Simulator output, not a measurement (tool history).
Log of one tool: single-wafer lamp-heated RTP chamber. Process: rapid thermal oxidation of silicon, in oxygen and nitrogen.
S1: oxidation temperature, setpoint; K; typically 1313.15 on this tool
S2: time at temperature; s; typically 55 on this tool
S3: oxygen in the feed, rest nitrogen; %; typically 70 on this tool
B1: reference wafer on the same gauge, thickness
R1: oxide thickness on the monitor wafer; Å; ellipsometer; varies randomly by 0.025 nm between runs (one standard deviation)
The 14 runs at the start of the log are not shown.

run   hour       S1  S2  S3     B1     R1
 15  178.7  1313.15  55  70   6.66  72.18
     188.6  -- pyrometer window cleaned and pyrometer calibrated, repeated, since the last time left the tool worse
 16  194.2  1313.15  55  70  6.649  66.13
 17  200.9  1313.15  55  70  6.662  66.32
 18  212.6  1338.15  47  94  6.656  82.15
 19  255.9  1313.15  55  70  6.641   66.7
 20  273.4  1313.15  55  70  6.647  66.23
 21  281.4  1313.15  55  70  6.632  66.09
 22  320.3  1336.15  55  46  6.646  67.11
 23  330.9  1325.15  70  70   6.65  80.05
 24  338.9  1299.15  71  62  6.648  64.47
 25  356.8  1291.15  68  94  6.657  69.86
     368.9  -- gauge calibrated
 26  370.5  1313.15  47  70  6.636   62.2
 27  387.4  1313.15  47  70  6.642  61.83
 28  402.1  1327.15  41  53  6.649  58.08
 29  416.1  1294.15  64  61  6.652  59.46
 30  425.7  1297.15  55  81   6.64  62.45
 31  439.3  1325.15  76  86  6.652  90.01
 32  446.9  1313.15  75  45  6.666  64.95

What does the tool deliver on the next run?
 33   472  1340.15  48  83   ?   ?

Run 33 yielded B1 6.641, R1 80 Å.
Without the tool's hidden state the same run would have given R1 79.39 Å.
